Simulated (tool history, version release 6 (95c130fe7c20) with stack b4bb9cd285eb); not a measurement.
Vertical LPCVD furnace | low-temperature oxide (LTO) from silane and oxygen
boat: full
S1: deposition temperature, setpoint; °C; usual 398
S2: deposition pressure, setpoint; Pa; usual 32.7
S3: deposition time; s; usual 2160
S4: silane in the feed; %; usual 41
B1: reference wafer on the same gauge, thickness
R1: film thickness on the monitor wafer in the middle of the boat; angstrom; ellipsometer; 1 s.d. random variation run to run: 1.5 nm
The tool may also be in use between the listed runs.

run	hour	S1	S2	S3	S4	B1	R1
1	0.0	398	32.7	2160	41	387.61	4043.6
2	23.1	401	32.7	1650	41	388.10	3204.9
3	121.9	401	32.7	1650	41	390.40	3234.2
# hour 153.0: silane flow controller replaced
4	153.5	401	32.7	1650	41	391.18	3239.7
# hour 166.8: gauge calibrated
5	171.2	407	32.7	2160	41	386.16	4450.3
# hour 205.3: thermocouples replaced and temperature profile calibrated
# hour 223.0: pressure gauge zeroed
6	223.5	398	32.7	2160	41	386.45	4036.0
7	227.5	398	32.7	2160	41	387.06	4042.5
8	233.7	398	32.7	2160	41	386.13	4011.0
9	249.1	398	32.7	2160	38	387.11	3699.3
10	272.7	398	38.0	2160	39	385.93	4440.4
11	303.7	398	32.7	2160	41	387.26	4079.7
12	326.6	389	26.0	1710	35	387.27	1883.3
13	342.2	398	32.7	1800	36	387.27	2875.6
14	376.4	398	32.7	2160	41	387.62	4085.3
15	399.1	398	32.7	2160	44	388.12	4391.9
16	425.1	389	39.3	2160	37	388.73	3855.1
17	450.1	406	28.0	1920	47	389.50	3911.1
18	479.3	398	29.3	2160	41	389.67	3669.5
19	501.9	398	32.7	2160	49	391.13	4893.3

3 options for the next run, each taken on its own from the tool as it stands now. Forecast them:
A	506.1	398	32.7	1650	41	?	?
B	506.1	408	37.3	2160	41	?	?
C	506.1	398	32.7	2820	39	?	?

run	B1	R1
A	390.11	3121.2
B	390.11	5202.9
C	390.11	5024.3
Had the tool no hidden state, the same runs would have come out as:
run	R1
A	3086.1
B	5144.4
C	4967.8

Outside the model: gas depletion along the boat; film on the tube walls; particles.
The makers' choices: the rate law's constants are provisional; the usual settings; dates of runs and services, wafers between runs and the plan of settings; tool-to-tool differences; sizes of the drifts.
